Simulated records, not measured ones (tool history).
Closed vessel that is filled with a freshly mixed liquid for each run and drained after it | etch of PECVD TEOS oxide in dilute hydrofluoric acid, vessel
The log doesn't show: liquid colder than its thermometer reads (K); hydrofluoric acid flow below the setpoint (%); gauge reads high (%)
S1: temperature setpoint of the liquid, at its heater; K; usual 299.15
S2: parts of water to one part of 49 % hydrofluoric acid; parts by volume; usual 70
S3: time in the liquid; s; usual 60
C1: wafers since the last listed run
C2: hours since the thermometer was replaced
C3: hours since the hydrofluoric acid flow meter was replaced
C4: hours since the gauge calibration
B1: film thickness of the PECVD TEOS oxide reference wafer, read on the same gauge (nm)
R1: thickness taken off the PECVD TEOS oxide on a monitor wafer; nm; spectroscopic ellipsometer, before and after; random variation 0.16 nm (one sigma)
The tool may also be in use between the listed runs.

Run 1, hour 0: usual settings; C1 0; C2 973.9; C3 353.1; C4 2240.1; B1 89.97. Result: R1 17.73 nm.
Run 2, hour 40.8: usual settings but S3 40 s; C1 5792; C2 1014.7; C3 393.9; C4 2280.9; B1 89.94. Result: R1 11.95 nm.
Run 3, hour 88.7: usual settings; C1 6800; C2 1062.6; C3 441.8; C4 2328.8; B1 89.98. Result: R1 17.73 nm.
Run 4, hour 127.7: usual settings; C1 5536; C2 1101.6; C3 480.8; C4 2367.8; B1 89.98. Result: R1 17.58 nm.
Run 5, hour 198.9: usual settings; C1 10108; C2 1172.8; C3 552; C4 2439; B1 89.96. Result: R1 17.85 nm.
At hour 266.9: gauge calibrated.
Run 6, hour 304.3: usual settings; C1 14963; C2 1278.2; C3 657.4; C4 37.4; B1 90.01. Result: R1 17.87 nm.
Run 7, hour 390.8: usual settings but S2 80 parts by volume; C1 12280; C2 1364.7; C3 743.9; C4 123.9; B1 89.97. Result: R1 15.05 nm.
At hour 480.9: thermometer replaced.
Run 8, hour 491.8: usual settings but S2 80 parts by volume, S3 30 s; C1 14196; C2 10.9; C3 844.9; C4 224.9; B1 89.99. Result: R1 7.23 nm.
Run 9, hour 562.5: usual settings but S1 302.15 K, S2 45 parts by volume, S3 45 s; C1 10037; C2 81.6; C3 915.6; C4 295.6; B1 90.01. Result: R1 22.94 nm.
Run 10, hour 646.9: usual settings; C1 11982; C2 166; C3 1000; C4 380; B1 90.02. Result: R1 16.81 nm.
Run 11, hour 750.5: usual settings; C1 14707; C2 269.6; C3 1103.6; C4 483.6; B1 90.02. Result: R1 16.69 nm.
At hour 832.5: hydrofluoric acid flow meter replaced.
Run 12, hour 837.3: usual settings but S1 301.15 K, S2 85 parts by volume; C1 12180; C2 356.4; C3 4.8; C4 570.4; B1 89.96. Result: R1 14.64 nm.
Run 13, hour 940.8: usual settings but S1 295.15 K, S2 80 parts by volume, S3 95 s; C1 14693; C2 459.9; C3 108.3; C4 673.9; B1 89.95. Result: R1 19.36 nm.
Run 14, hour 1017: usual settings; C1 10818; C2 536.1; C3 184.5; C4 750.1; B1 89.98. Result: R1 16.53 nm.
Run 15, hour 1088.3: usual settings but S1 295.15 K, S2 90 parts by volume, S3 95 s; C1 10122; C2 607.4; C3 255.8; C4 821.4; B1 90.03. Result: R1 17 nm.
At hour 1127.4: thermometer replaced, repeated, since the last time left the tool worse.
Run 16, hour 1135.7: usual settings; C1 6587; C2 8.3; C3 303.2; C4 868.8; B1 90.01. Result: R1 18.7 nm.
Run 17, hour 1208.3: usual settings but S1 304.15 K, S2 105 parts by volume, S3 40 s; C1 10306; C2 80.9; C3 375.8; C4 941.4; B1 89.97. Result: R1 9.59 nm.
Run 18, hour 1254.3: usual settings but S1 300.65 K, S3 80 s; C1 6530; C2 126.9; C3 421.8; C4 987.4; B1 90.03. Result: R1 26.43 nm.
Run 19, hour 1296: usual settings but S1 294.65 K, S3 35 s; C1 5920; C2 168.6; C3 463.5; C4 1029.1; B1 89.98. Result: R1 8.98 nm.
Run 20, hour 1333.9: usual settings but S1 302.15 K, S3 95 s; C1 5380; C2 206.5; C3 501.4; C4 1067; B1 90.01. Result: R1 33.19 nm.
Run 21, hour 1403.9: usual settings but S1 303.65 K, S2 55 parts by volume, S3 40 s; C1 9937; C2 276.5; C3 571.4; C4 1137; B1 89.97. Result: R1 19.29 nm.
Run 22, hour 1485.5: usual settings but S1 295.65 K, S2 80 parts by volume, S3 40 s; C1 11584; C2 358.1; C3 653; C4 1218.6; B1 89.97. Result: R1 9.12 nm.
Run 23, hour 1664.9: usual settings but S1 295.15 K, S2 55 parts by volume, S3 50 s; C1 25469; C2 537.5; C3 832.4; C4 1398; B1 90.01. Result: R1 16.73 nm.
Run 24, hour 1750.4: usual settings; C1 12138; C2 623; C3 917.9; C4 1483.5; B1 89.97. Result: R1 18.34 nm.
Run 25, hour 1838.8: usual settings but S1 295.65 K, S2 45 parts by volume, S3 30 s; C1 12550; C2 711.4; C3 1006.3; C4 1571.9; B1 90.05. Result: R1 12.56 nm.
Run 26, hour 1938.9: usual settings; C1 14211; C2 811.5; C3 1106.4; C4 1672; B1 89.99. Result: R1 17.82 nm.
At hour 1970.4: hydrofluoric acid flow meter replaced.
Run 27, hour 2155.8: usual settings but S1 303.15 K; C1 30651; C2 1028.4; C3 185.4; C4 1888.9; B1 89.98. Result: R1 21.07 nm.
Run 28, hour 2214.7: usual settings but S1 300.65 K, S2 80 parts by volume, S3 85 s; C1 8361; C2 1087.3; C3 244.3; C4 1947.8; B1 90.03. Result: R1 23.06 nm.
At hour 2251.1: thermometer replaced.
Run 29, hour 2321.2: usual settings but S1 302.65 K, S2 45 parts by volume, S3 50 s; C1 14977; C2 70.1; C3 350.8; C4 2054.3; B1 90. Result: R1 29.14 nm.
Run 30, hour 2399.7: usual settings but S1 296.15 K, S2 95 parts by volume, S3 75 s; C1 11144; C2 148.6; C3 429.3; C4 2132.8; B1 89.99. Result: R1 14.5 nm.
Run 31, hour 2482: usual settings but S3 70 s; C1 11684; C2 230.9; C3 511.6; C4 2215.1; B1 89.98. Result: R1 21.63 nm.
Run 32, hour 2518.3: usual settings but S1 294.15 K, S2 40 parts by volume, S3 95 s; C1 5153; C2 267.2; C3 547.9; C4 2251.4; B1 89.99. Result: R1 42.9 nm.

How the hidden state differs across the entries between the runs, from the last listed run before each to the first after it:
Between runs 5 and 6: gauge calibrated (hour 266.9)
  liquid colder than its thermometer reads (K): 1.3 -> 1.41
  measured less the result without the state, R1: -0.96 -> -1.04 nm
Between runs 7 and 8: thermometer replaced (hour 480.9)
  liquid colder than its thermometer reads (K): 1.5 -> 2.61
  measured less the result without the state, R1: -0.93 -> -0.8 nm
Between runs 11 and 12: hydrofluoric acid flow meter replaced (hour 832.5)
  liquid colder than its thermometer reads (K): 2.88 -> 2.97
  measured less the result without the state, R1: -2.05 -> -1.81 nm
Between runs 15 and 16: thermometer replaced, repeated, since the last time left the tool worse (hour 1127.4)
  liquid colder than its thermometer reads (K): 3.23 -> 0.233
  measured less the result without the state, R1: -2.42 -> -0.18 nm
Between runs 26 and 27: hydrofluoric acid flow meter replaced (hour 1970.4)
  liquid colder than its thermometer reads (K): 1.07 -> 1.3
  measured less the result without the state, R1: -0.78 -> -1.09 nm
Between runs 28 and 29: thermometer replaced (hour 2251.1)
  liquid colder than its thermometer reads (K): 1.36 -> 0.126
  measured less the result without the state, R1: -1.26 -> -0.15 nm

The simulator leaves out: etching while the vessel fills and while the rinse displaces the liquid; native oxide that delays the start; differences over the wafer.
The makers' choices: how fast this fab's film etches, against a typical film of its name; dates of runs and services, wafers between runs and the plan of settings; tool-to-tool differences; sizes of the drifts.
